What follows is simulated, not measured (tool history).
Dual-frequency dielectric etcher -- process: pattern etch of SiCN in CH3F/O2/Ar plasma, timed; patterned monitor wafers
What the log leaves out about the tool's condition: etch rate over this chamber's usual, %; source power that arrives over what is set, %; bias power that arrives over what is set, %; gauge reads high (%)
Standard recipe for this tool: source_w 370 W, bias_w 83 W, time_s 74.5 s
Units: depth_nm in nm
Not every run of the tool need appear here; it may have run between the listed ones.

run,hour,source_w,bias_w,time_s,wafers since the last listed run,hours since the last wet clean,hours since the last source power generator calibration,hours since the last bias power generator calibration,hours since the last upper electrode change,hours since the gauge calibration,"read-back reference wafer on the same gauge, depth_nm",depth_nm
1,0,370,83,74.5,0,11.6,4235.3,3978.8,2837.3,2485,25.01,30.75
2,79.1,370,83,74.5,534,90.7,4314.4,4057.9,2916.4,2564.1,24.93,30.93
3,182.5,370,83,74.5,698,194.1,4417.8,4161.3,3019.8,2667.5,24.97,30.99
4,278.4,370,83,74.5,648,290,4513.7,4257.2,3115.7,2763.4,24.91,30.84
5,348,370,83,74.5,470,359.6,4583.3,4326.8,3185.3,2833,24.95,30.84
# hour 372.8: source power generator calibrated
6,431.6,420,91,60,537,443.2,58.8,4410.4,3268.9,2916.6,24.9,26.89
7,477.8,370,83,74.5,312,489.4,105,4456.6,3315.1,2962.8,24.86,30.8
8,529.8,430,83,56,351,541.4,157,4508.6,3367.1,3014.8,24.92,24.37
9,595.5,370,83,74.5,444,607.1,222.7,4574.3,3432.8,3080.5,24.89,30.78
10,635.2,370,83,74.5,268,646.8,262.4,4614,3472.5,3120.2,24.89,31.01
# hour 709.3: wet clean of the chamber
11,730.3,300,76,66,480,21,357.5,4709.1,3567.6,3215.3,24.92,24.7
12,768.8,370,83,74.5,260,59.5,396,4747.6,3606.1,3253.8,24.87,30.75
13,876.2,370,64,74.5,725,166.9,503.4,4855,3713.5,3361.2,24.85,27.77
14,941.3,370,92,74.5,439,232,568.5,4920.1,3778.6,3426.3,24.83,32.3
# hour 945.5: gauge calibrated
15,1019.9,370,83,74.5,531,310.6,647.1,4998.7,3857.2,74.4,25.29,31.43
# hour 1116.7: bias power generator calibrated
16,1117.9,370,83,65,635,408.6,745.1,1.2,3955.2,172.4,25.28,27.34
17,1209.6,310,65,57.5,619,500.3,836.8,92.9,4046.9,264.1,25.26,20.67
18,1257.9,370,83,84.5,326,548.6,885.1,141.2,4095.2,312.4,25.29,35.69
19,1326.4,370,93,81.5,462,617.1,953.6,209.7,4163.7,380.9,25.3,35.9
# hour 1358.5: wet clean of the chamber
20,1409.2,320,83,69,397,50.7,1036.4,292.5,4246.5,463.7,25.23,27.68
# hour 1461.8: upper electrode replaced
21,1474.2,370,83,74.5,277,115.7,1101.4,357.5,12.4,528.7,25.24,31.02
22,1514.3,400,65,74.5,271,155.8,1141.5,397.6,52.5,568.8,25.22,29.07
23,1577.1,440,99,60.5,424,218.6,1204.3,460.4,115.3,631.6,25.21,28.88
24,1651,320,99,90,499,292.5,1278.2,534.3,189.2,705.5,25.24,38.86
25,1740.1,410,97,91,602,381.6,1367.3,623.4,278.3,794.6,25.2,42.21
26,1935,370,83,74.5,1317,576.5,1562.2,818.3,473.2,989.5,25.19,31.27
27,2030.8,370,83,74.5,647,672.3,1658,914.1,569,1085.3,25.18,31.04
28,2090.6,370,83,74.5,404,732.1,1717.8,973.9,628.8,1145.1,25.16,31.22
# hour 2131.6: wet clean of the chamber
29,2140.4,460,97,53,174,8.8,1767.6,1023.7,678.6,1194.9,25.19,25.39
30,2219.9,430,95,55,537,88.3,1847.1,1103.2,758.1,1274.4,25.15,25.77

What was the tool's hidden state at every run in the log?
etch rate over this chamber's usual, %: 0, the same for each run
source power that arrives over what is set, %: 0, the same for each run
bias power that arrives over what is set, %: 0, the same for each run
H1: gauge reads high (%)
run,H1
1,-1.32
2,-1.36
3,-1.41
4,-1.46
5,-1.49
6,-1.54
7,-1.56
8,-1.59
9,-1.62
10,-1.64
11,-1.69
12,-1.71
13,-1.76
14,-1.79
15,0.0528
16,0.00355
17,-0.0425
18,-0.0668
19,-0.101
20,-0.143
21,-0.175
22,-0.196
23,-0.227
24,-0.264
25,-0.309
26,-0.407
27,-0.455
28,-0.485
29,-0.51
30,-0.55
